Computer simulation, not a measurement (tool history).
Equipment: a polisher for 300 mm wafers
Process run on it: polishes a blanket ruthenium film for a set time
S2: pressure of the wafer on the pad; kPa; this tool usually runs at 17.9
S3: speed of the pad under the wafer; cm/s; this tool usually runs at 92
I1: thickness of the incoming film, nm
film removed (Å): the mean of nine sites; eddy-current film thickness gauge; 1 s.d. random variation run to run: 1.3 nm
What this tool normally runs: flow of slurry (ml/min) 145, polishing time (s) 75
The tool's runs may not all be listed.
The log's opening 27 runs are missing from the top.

At hour 1374.4: worn pad replaced by a new one.
Run 28, hour 1377.6: usual settings but S2 12.4 kPa; I1 495.7. Result: film removed (Å) 742.
Run 29, hour 1427.1: usual settings; I1 500.8. Result: film removed (Å) 966.
At hour 1479.6: head pressure recalibrated.
Run 30, hour 1482.8: usual settings but S2 22.8 kPa; I1 503.1. Result: film removed (Å) 1172.
At hour 1491.8: slurry nozzle cleaned.
Run 31, hour 1547.2: usual settings but flow of slurry (ml/min) 130, S2 15.2 kPa, S3 62 cm/s; I1 500.5. Result: film removed (Å) 573.
Run 32, hour 1688.9: usual settings; I1 495.9. Result: film removed (Å) 971.
Run 33, hour 1735.9: usual settings but flow of slurry (ml/min) 115, S2 22.8 kPa, S3 102 cm/s, polishing time (s) 93; I1 500.2. Result: film removed (Å) 1480.
At hour 1779.6: worn pad replaced by a new one.
Run 34, hour 1804.9: usual settings but S3 120 cm/s, polishing time (s) 83; I1 502.6. Result: film removed (Å) 1449.
Run 35, hour 1868.0: usual settings but flow of slurry (ml/min) 125; I1 501.1. Result: film removed (Å) 934.
Run 36, hour 1894.7: usual settings but flow of slurry (ml/min) 125, S2 13.8 kPa, polishing time (s) 53; I1 501.5. Result: film removed (Å) 559.

4 ways to go on from here, each from the tool as it stands after run 36. What would each give?
Run A, hour 1895.1: usual settings; I1 499.1. Result: film removed (Å) ?.
Run B, hour 1895.1: usual settings but flow of slurry (ml/min) 95, polishing time (s) 57; I1 499.1. Result: film removed (Å) ?.
Run C, hour 1895.1: usual settings but S2 22.8 kPa, S3 62 cm/s, polishing time (s) 98; I1 499.1. Result: film removed (Å) ?.
Run D, hour 1895.1: usual settings but flow of slurry (ml/min) 130; I1 499.1. Result: film removed (Å) ?.

run  film removed (Å)
  A               962
  B               657
  C              1010
  D               940
Stripped of hidden state, with their random variation kept, the same runs would have yielded:
run  film removed (Å)
  A               962
  B               657
  C              1010
  D               940

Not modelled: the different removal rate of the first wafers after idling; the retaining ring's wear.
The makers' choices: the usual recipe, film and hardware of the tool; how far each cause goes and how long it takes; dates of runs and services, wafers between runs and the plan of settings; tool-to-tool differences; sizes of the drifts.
